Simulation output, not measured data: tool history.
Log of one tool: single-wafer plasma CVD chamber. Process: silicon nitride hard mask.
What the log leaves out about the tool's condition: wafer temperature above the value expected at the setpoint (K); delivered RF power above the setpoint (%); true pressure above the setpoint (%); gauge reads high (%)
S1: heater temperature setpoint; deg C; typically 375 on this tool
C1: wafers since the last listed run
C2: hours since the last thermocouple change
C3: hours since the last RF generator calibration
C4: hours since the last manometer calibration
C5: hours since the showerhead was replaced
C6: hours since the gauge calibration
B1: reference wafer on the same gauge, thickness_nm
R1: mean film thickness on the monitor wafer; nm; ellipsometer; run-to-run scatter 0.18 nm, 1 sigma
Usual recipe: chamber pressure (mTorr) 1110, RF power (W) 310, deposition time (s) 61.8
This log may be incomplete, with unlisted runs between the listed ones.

Run 1, hour 0.0: usual settings; C1 0; C2 1341.9; C3 1458.1; C4 1352.4; C5 4485.9; C6 1283.8; B1 56.979. Result: R1 65.545 nm.
At hour 45.7: gauge calibrated.
Run 2, hour 96.7: usual settings; C1 1302; C2 1438.6; C3 1554.8; C4 1449.1; C5 4582.6; C6 51.0; B1 56.964. Result: R1 65.495 nm.
Run 3, hour 146.5: usual settings; C1 670; C2 1488.4; C3 1604.6; C4 1498.9; C5 4632.4; C6 100.8; B1 56.990. Result: R1 65.380 nm.
Run 4, hour 212.8: usual settings but deposition time (s) 57.0; C1 892; C2 1554.7; C3 1670.9; C4 1565.2; C5 4698.7; C6 167.1; B1 56.898. Result: R1 60.598 nm.
Run 5, hour 287.2: usual settings; C1 1001; C2 1629.1; C3 1745.3; C4 1639.6; C5 4773.1; C6 241.5; B1 57.007. Result: R1 65.821 nm.
Run 6, hour 343.2: usual settings; C1 754; C2 1685.1; C3 1801.3; C4 1695.6; C5 4829.1; C6 297.5; B1 56.999. Result: R1 65.191 nm.
Run 7, hour 401.3: usual settings; C1 782; C2 1743.2; C3 1859.4; C4 1753.7; C5 4887.2; C6 355.6; B1 56.959. Result: R1 65.840 nm.
Run 8, hour 462.9: usual settings but chamber pressure (mTorr) 900; C1 829; C2 1804.8; C3 1921.0; C4 1815.3; C5 4948.8; C6 417.2; B1 56.976. Result: R1 61.495 nm.
Run 9, hour 518.7: usual settings but chamber pressure (mTorr) 900; C1 751; C2 1860.6; C3 1976.8; C4 1871.1; C5 5004.6; C6 473.0; B1 57.086. Result: R1 61.297 nm.
Run 10, hour 587.5: usual settings; C1 926; C2 1929.4; C3 2045.6; C4 1939.9; C5 5073.4; C6 541.8; B1 56.984. Result: R1 65.523 nm.
Run 11, hour 635.3: usual settings; C1 643; C2 1977.2; C3 2093.4; C4 1987.7; C5 5121.2; C6 589.6; B1 57.029. Result: R1 65.899 nm.
At hour 706.3: thermocouple changed; heater temperature recalibrated.
Run 12, hour 722.4: usual settings; C1 1065; C2 16.1; C3 2180.5; C4 2074.8; C5 5208.3; C6 676.7; B1 56.977. Result: R1 65.333 nm.
Run 13, hour 786.4: usual settings but RF power (W) 325, deposition time (s) 54.6; C1 861; C2 80.1; C3 2244.5; C4 2138.8; C5 5272.3; C6 740.7; B1 56.982. Result: R1 60.605 nm.
Run 14, hour 878.1: usual settings; C1 1234; C2 171.8; C3 2336.2; C4 2230.5; C5 5364.0; C6 832.4; B1 57.010. Result: R1 65.767 nm.
At hour 918.7: capacitance manometer re-zeroed and calibrated.
Run 15, hour 929.8: usual settings but deposition time (s) 52.5; C1 588; C2 223.5; C3 2387.9; C4 11.1; C5 5415.7; C6 884.1; B1 57.060. Result: R1 55.670 nm.
At hour 991.9: RF generator calibrated.
Run 16, hour 996.9: usual settings but S1 388 deg C, chamber pressure (mTorr) 900, RF power (W) 280, deposition time (s) 58.4; C1 795; C2 290.6; C3 5.0; C4 78.2; C5 5482.8; C6 951.2; B1 57.044. Result: R1 52.163 nm.
Run 17, hour 1063.9: usual settings; C1 902; C2 357.6; C3 72.0; C4 145.2; C5 5549.8; C6 1018.2; B1 56.926. Result: R1 65.262 nm.
Run 18, hour 1120.2: usual settings but S1 367 deg C, chamber pressure (mTorr) 1350, deposition time (s) 69.3; C1 758; C2 413.9; C3 128.3; C4 201.5; C5 5606.1; C6 1074.5; B1 56.909. Result: R1 78.145 nm.
At hour 1164.3: showerhead replaced.
Run 19, hour 1172.6: usual settings but deposition time (s) 69.4; C1 597; C2 466.3; C3 180.7; C4 253.9; C5 8.3; C6 1126.9; B1 57.047. Result: R1 73.531 nm.
At hour 1242.1: gauge calibrated.
Run 20, hour 1256.1: usual settings but S1 369 deg C, chamber pressure (mTorr) 1330; C1 1124; C2 549.8; C3 264.2; C4 337.4; C5 91.8; C6 14.0; B1 57.023. Result: R1 69.195 nm.
Run 21, hour 1306.1: usual settings but S1 388 deg C; C1 673; C2 599.8; C3 314.2; C4 387.4; C5 141.8; C6 64.0; B1 56.990. Result: R1 65.204 nm.
Run 22, hour 1350.0: usual settings; C1 591; C2 643.7; C3 358.1; C4 431.3; C5 185.7; C6 107.9; B1 56.952. Result: R1 65.604 nm.
Run 23, hour 1406.9: usual settings but S1 365 deg C, chamber pressure (mTorr) 1250, RF power (W) 360, deposition time (s) 57.3; C1 766; C2 700.6; C3 415.0; C4 488.2; C5 242.6; C6 164.8; B1 57.003. Result: R1 71.884 nm.
Run 24, hour 1514.1: usual settings; C1 1443; C2 807.8; C3 522.2; C4 595.4; C5 349.8; C6 272.0; B1 56.974. Result: R1 65.330 nm.
Run 25, hour 1611.5: usual settings but S1 385 deg C, deposition time (s) 50.6; C1 1311; C2 905.2; C3 619.6; C4 692.8; C5 447.2; C6 369.4; B1 56.955. Result: R1 53.588 nm.
Run 26, hour 1706.0: usual settings but S1 386 deg C, deposition time (s) 57.2; C1 1272; C2 999.7; C3 714.1; C4 787.3; C5 541.7; C6 463.9; B1 57.029. Result: R1 60.622 nm.
Run 27, hour 1764.5: usual settings but S1 380 deg C, chamber pressure (mTorr) 910, deposition time (s) 70.8; C1 787; C2 1058.2; C3 772.6; C4 845.8; C5 600.2; C6 522.4; B1 56.996. Result: R1 70.044 nm.
Run 28, hour 1849.5: usual settings but S1 380 deg C, chamber pressure (mTorr) 880, RF power (W) 345, deposition time (s) 69.2; C1 1144; C2 1143.2; C3 857.6; C4 930.8; C5 685.2; C6 607.4; B1 56.934. Result: R1 75.314 nm.

Each row is a separate what-if for the run after 28, all from the same tool condition, not one after another. Results?
Run A, hour 1849.9: usual settings; C1 5; C2 1143.6; C3 858.0; C4 931.2; C5 685.6; C6 607.8; B1 ?. Result: R1 ?.
Run B, hour 1849.9: usual settings but S1 361 deg C, chamber pressure (mTorr) 1020, RF power (W) 265; C1 5; C2 1143.6; C3 858.0; C4 931.2; C5 685.6; C6 607.8; B1 ?. Result: R1 ?.
Run C, hour 1849.9: usual settings but S1 360 deg C, chamber pressure (mTorr) 840, RF power (W) 345, deposition time (s) 51.9; C1 5; C2 1143.6; C3 858.0; C4 931.2; C5 685.6; C6 607.8; B1 ?. Result: R1 ?.
Run D, hour 1849.9: usual settings but deposition time (s) 73.4; C1 5; C2 1143.6; C3 858.0; C4 931.2; C5 685.6; C6 607.8; B1 ?. Result: R1 ?.

run      B1      R1
  A  57.025  65.375
  B  57.025  54.235
  C  57.025  55.810
  D  57.025  77.626
With no hidden state in the tool, these same runs would have given:
run      R1
  A  65.375
  B  54.235
  C  55.810
  D  77.626
